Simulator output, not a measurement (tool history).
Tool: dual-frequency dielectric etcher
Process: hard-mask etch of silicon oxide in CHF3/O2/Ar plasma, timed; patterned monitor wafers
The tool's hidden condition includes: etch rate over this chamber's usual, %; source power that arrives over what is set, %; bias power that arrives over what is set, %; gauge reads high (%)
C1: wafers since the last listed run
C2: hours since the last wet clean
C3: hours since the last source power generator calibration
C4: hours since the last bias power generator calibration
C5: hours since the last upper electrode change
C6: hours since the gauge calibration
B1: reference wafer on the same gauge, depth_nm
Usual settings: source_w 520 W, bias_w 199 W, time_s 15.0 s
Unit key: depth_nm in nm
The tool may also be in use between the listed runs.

{"run": 1, "hour": 0.0, "source_w": 520, "bias_w": 199, "time_s": 15.0, "C1": 0, "C2": 118.9, "C3": 54.6, "C4": 2946.3, "C5": 0.5, "C6": 1265.6, "B1": 31.01, "depth_nm": 30.52}
{"run": 2, "hour": 8.0, "source_w": 520, "bias_w": 199, "time_s": 15.0, "C1": 96, "C2": 126.9, "C3": 62.6, "C4": 2954.3, "C5": 8.5, "C6": 1273.6, "B1": 30.99, "depth_nm": 30.55}
{"run": 3, "hour": 32.4, "source_w": 520, "bias_w": 199, "time_s": 18.5, "C1": 295, "C2": 151.3, "C3": 87.0, "C4": 2978.7, "C5": 32.9, "C6": 1298.0, "B1": 30.98, "depth_nm": 37.58}
{"run": 4, "hour": 46.4, "source_w": 520, "bias_w": 199, "time_s": 18.5, "C1": 169, "C2": 165.3, "C3": 101.0, "C4": 2992.7, "C5": 46.9, "C6": 1312.0, "B1": 31.02, "depth_nm": 37.32}
{"run": 5, "hour": 81.1, "source_w": 520, "bias_w": 199, "time_s": 18.5, "C1": 419, "C2": 200.0, "C3": 135.7, "C4": 3027.4, "C5": 81.6, "C6": 1346.7, "B1": 31.0, "depth_nm": 37.18}
{"hour": 92.7, "done": "gauge calibrated"}
{"hour": 113.8, "done": "bias power generator calibrated"}
{"run": 6, "hour": 114.3, "source_w": 520, "bias_w": 199, "time_s": 15.0, "C1": 353, "C2": 233.2, "C3": 168.9, "C4": 0.5, "C5": 114.8, "C6": 21.6, "B1": 31.01, "depth_nm": 30.13}
{"run": 7, "hour": 147.0, "source_w": 520, "bias_w": 199, "time_s": 15.0, "C1": 395, "C2": 265.9, "C3": 201.6, "C4": 33.2, "C5": 147.5, "C6": 54.3, "B1": 30.96, "depth_nm": 30.09}
{"run": 8, "hour": 164.6, "source_w": 520, "bias_w": 199, "time_s": 15.0, "C1": 212, "C2": 283.5, "C3": 219.2, "C4": 50.8, "C5": 165.1, "C6": 71.9, "B1": 31.0, "depth_nm": 29.84}
{"hour": 220.1, "done": "wet clean of the chamber"}
{"run": 9, "hour": 220.6, "source_w": 520, "bias_w": 199, "time_s": 15.0, "C1": 386, "C2": 0.5, "C3": 275.2, "C4": 106.8, "C5": 221.1, "C6": 127.9, "B1": 31.0, "depth_nm": 30.74}
{"run": 10, "hour": 234.1, "source_w": 520, "bias_w": 199, "time_s": 15.0, "C1": 163, "C2": 14.0, "C3": 288.7, "C4": 120.3, "C5": 234.6, "C6": 141.4, "B1": 30.98, "depth_nm": 30.79}
{"run": 11, "hour": 265.4, "source_w": 480, "bias_w": 199, "time_s": 19.0, "C1": 378, "C2": 45.3, "C3": 320.0, "C4": 151.6, "C5": 265.9, "C6": 172.7, "B1": 30.96, "depth_nm": 37.84}
{"run": 12, "hour": 295.7, "source_w": 520, "bias_w": 152, "time_s": 15.0, "C1": 366, "C2": 75.6, "C3": 350.3, "C4": 181.9, "C5": 296.2, "C6": 203.0, "B1": 31.03, "depth_nm": 27.92}
{"run": 13, "hour": 310.7, "source_w": 520, "bias_w": 199, "time_s": 15.0, "C1": 181, "C2": 90.6, "C3": 365.3, "C4": 196.9, "C5": 311.2, "C6": 218.0, "B1": 30.96, "depth_nm": 30.59}
{"run": 14, "hour": 345.6, "source_w": 470, "bias_w": 230, "time_s": 12.5, "C1": 422, "C2": 125.5, "C3": 400.2, "C4": 231.8, "C5": 346.1, "C6": 252.9, "B1": 30.98, "depth_nm": 25.75}
{"run": 15, "hour": 383.3, "source_w": 590, "bias_w": 199, "time_s": 15.0, "C1": 455, "C2": 163.2, "C3": 437.9, "C4": 269.5, "C5": 383.8, "C6": 290.6, "B1": 30.99, "depth_nm": 31.86}
{"run": 16, "hour": 402.1, "source_w": 520, "bias_w": 199, "time_s": 13.5, "C1": 227, "C2": 182.0, "C3": 456.7, "C4": 288.3, "C5": 402.6, "C6": 309.4, "B1": 31.01, "depth_nm": 27.25}
{"run": 17, "hour": 435.8, "source_w": 640, "bias_w": 166, "time_s": 16.5, "C1": 407, "C2": 215.7, "C3": 490.4, "C4": 322.0, "C5": 436.3, "C6": 343.1, "B1": 31.0, "depth_nm": 33.64}
{"run": 18, "hour": 456.1, "source_w": 460, "bias_w": 249, "time_s": 18.0, "C1": 245, "C2": 236.0, "C3": 510.7, "C4": 342.3, "C5": 456.6, "C6": 363.4, "B1": 31.02, "depth_nm": 37.4}
{"run": 19, "hour": 486.3, "source_w": 520, "bias_w": 244, "time_s": 18.0, "C1": 365, "C2": 266.2, "C3": 540.9, "C4": 372.5, "C5": 486.8, "C6": 393.6, "B1": 31.01, "depth_nm": 38.7}
{"run": 20, "hour": 554.2, "source_w": 520, "bias_w": 199, "time_s": 15.0, "C1": 821, "C2": 334.1, "C3": 608.8, "C4": 440.4, "C5": 554.7, "C6": 461.5, "B1": 31.0, "depth_nm": 29.71}
{"run": 21, "hour": 573.2, "source_w": 520, "bias_w": 247, "time_s": 15.0, "C1": 229, "C2": 353.1, "C3": 627.8, "C4": 459.4, "C5": 573.7, "C6": 480.5, "B1": 30.98, "depth_nm": 32.05}
{"hour": 597.6, "done": "wet clean of the chamber"}
{"run": 22, "hour": 600.6, "source_w": 520, "bias_w": 199, "time_s": 15.0, "C1": 41, "C2": 3.0, "C3": 655.2, "C4": 486.8, "C5": 601.1, "C6": 507.9, "B1": 31.0, "depth_nm": 30.93}
{"run": 23, "hour": 631.1, "source_w": 520, "bias_w": 199, "time_s": 15.0, "C1": 368, "C2": 33.5, "C3": 685.7, "C4": 517.3, "C5": 631.6, "C6": 538.4, "B1": 31.03, "depth_nm": 30.72}
{"run": 24, "hour": 644.3, "source_w": 460, "bias_w": 199, "time_s": 10.5, "C1": 159, "C2": 46.7, "C3": 698.9, "C4": 530.5, "C5": 644.8, "C6": 551.6, "B1": 30.95, "depth_nm": 20.47}

Predict the results of run 25:
{"run": 25, "hour": 657.8, "source_w": 520, "bias_w": 231, "time_s": 19.0, "C1": 163, "C2": 60.2, "C3": 712.4, "C4": 544.0, "C5": 658.3, "C6": 565.1, "B1": "?", "depth_nm": "?"}

Logged for run 25: B1 30.98, depth_nm 40.77 nm.
Had the tool carried no hidden state, the very same run would have given depth_nm 41.16 nm.
